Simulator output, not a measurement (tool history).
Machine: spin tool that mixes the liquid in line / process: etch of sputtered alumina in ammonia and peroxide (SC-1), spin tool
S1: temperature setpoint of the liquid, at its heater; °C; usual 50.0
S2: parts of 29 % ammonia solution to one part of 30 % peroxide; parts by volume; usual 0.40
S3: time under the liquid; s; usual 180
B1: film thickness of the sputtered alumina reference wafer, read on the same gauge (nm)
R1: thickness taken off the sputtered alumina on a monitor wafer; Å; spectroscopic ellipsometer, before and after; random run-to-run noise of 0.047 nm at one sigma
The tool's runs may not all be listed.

| run | hour | S1 | S2 | S3 | B1 | R1 |
|---|---|---|---|---|---|---|
| 1 | 0.0 | 50.0 | 0.35 | 180 | 90.03 | 65.4 |
| 2 | 67.4 | 50.0 | 0.35 | 180 | 90.01 | 66.2 |
| 3 | 127.2 | 50.0 | 0.40 | 180 | 90.02 | 65.4 |
| 4 | 153.3 | 46.5 | 0.40 | 130 | 90.00 | 39.2 |
| 5 | 199.3 | 46.5 | 0.40 | 130 | 90.03 | 39.3 |
| 6 | 229.1 | 50.0 | 0.25 | 265 | 90.02 | 93.7 |
| 7 | 258.4 | 50.0 | 0.35 | 95 | 90.00 | 34.5 |
| 8 | 302.1 | 50.0 | 0.40 | 180 | 90.02 | 66.1 |
| 9 | 361.0 | 50.0 | 0.40 | 180 | 90.00 | 66.3 |
| 10 | 416.9 | 59.0 | 0.40 | 180 | 89.99 | 107.9 |
|  | 430.7 | thermometer replaced |
| 11 | 484.2 | 57.0 | 0.30 | 120 | 90.04 | 60.7 |
| 12 | 552.2 | 52.5 | 0.50 | 90 | 89.95 | 37.3 |
| 13 | 623.0 | 50.0 | 0.40 | 180 | 90.03 | 64.5 |
|  | 625.3 | gauge calibrated |
|  | 647.1 | new drum of ammonia solution connected |
| 14 | 650.4 | 46.5 | 0.40 | 180 | 89.98 | 51.7 |
| 15 | 687.3 | 60.0 | 0.50 | 250 | 90.01 | 153.0 |
| 16 | 737.7 | 50.0 | 0.40 | 180 | 89.96 | 62.6 |
|  | 748.9 | heated supply line repaired |
| 17 | 796.8 | 50.0 | 0.55 | 80 | 89.97 | 31.3 |
| 18 | 850.9 | 55.0 | 0.50 | 180 | 89.99 | 91.9 |
| 19 | 892.3 | 50.0 | 0.40 | 120 | 90.04 | 45.8 |
| 20 | 957.0 | 50.0 | 0.40 | 135 | 90.01 | 51.3 |
| 21 | 992.7 | 59.5 | 0.50 | 115 | 90.00 | 73.2 |
| 22 | 1051.2 | 53.0 | 0.20 | 180 | 90.00 | 74.3 |
| 23 | 1101.6 | 58.5 | 0.40 | 285 | 89.97 | 169.9 |
| 24 | 1227.5 | 50.0 | 0.40 | 180 | 90.01 | 68.4 |
| 25 | 1283.7 | 45.5 | 0.30 | 225 | 90.01 | 63.1 |

Run-by-run hidden state of the tool:
ammonia flow above the setpoint (%): 0, the same for each run
ammonia solution weaker than its label (%): 0, the same for each run
gauge reads high (%): 0, the same for each run
H1: liquid hotter than its thermometer reads (K)
H2: temperature lost on the way to the wafer (K)
| run | H1 | H2 |
|---|---|---|
| 1 | 0.496 | 0.935 |
| 2 | 0.533 | 1 |
| 3 | 0.567 | 1.06 |
| 4 | 0.581 | 1.09 |
| 5 | 0.606 | 1.13 |
| 6 | 0.623 | 1.16 |
| 7 | 0.639 | 1.19 |
| 8 | 0.663 | 1.23 |
| 9 | 0.696 | 1.29 |
| 10 | 0.727 | 1.35 |
| 11 | 0.135 | 1.41 |
| 12 | 0.172 | 1.48 |
| 13 | 0.212 | 1.55 |
| 14 | 0.227 | 1.58 |
| 15 | 0.247 | 1.61 |
| 16 | 0.275 | 1.66 |
| 17 | 0.308 | 0.22 |
| 18 | 0.338 | 0.274 |
| 19 | 0.36 | 0.315 |
| 20 | 0.396 | 0.379 |
| 21 | 0.416 | 0.414 |
| 22 | 0.448 | 0.472 |
| 23 | 0.476 | 0.522 |
| 24 | 0.546 | 0.646 |
| 25 | 0.577 | 0.702 |
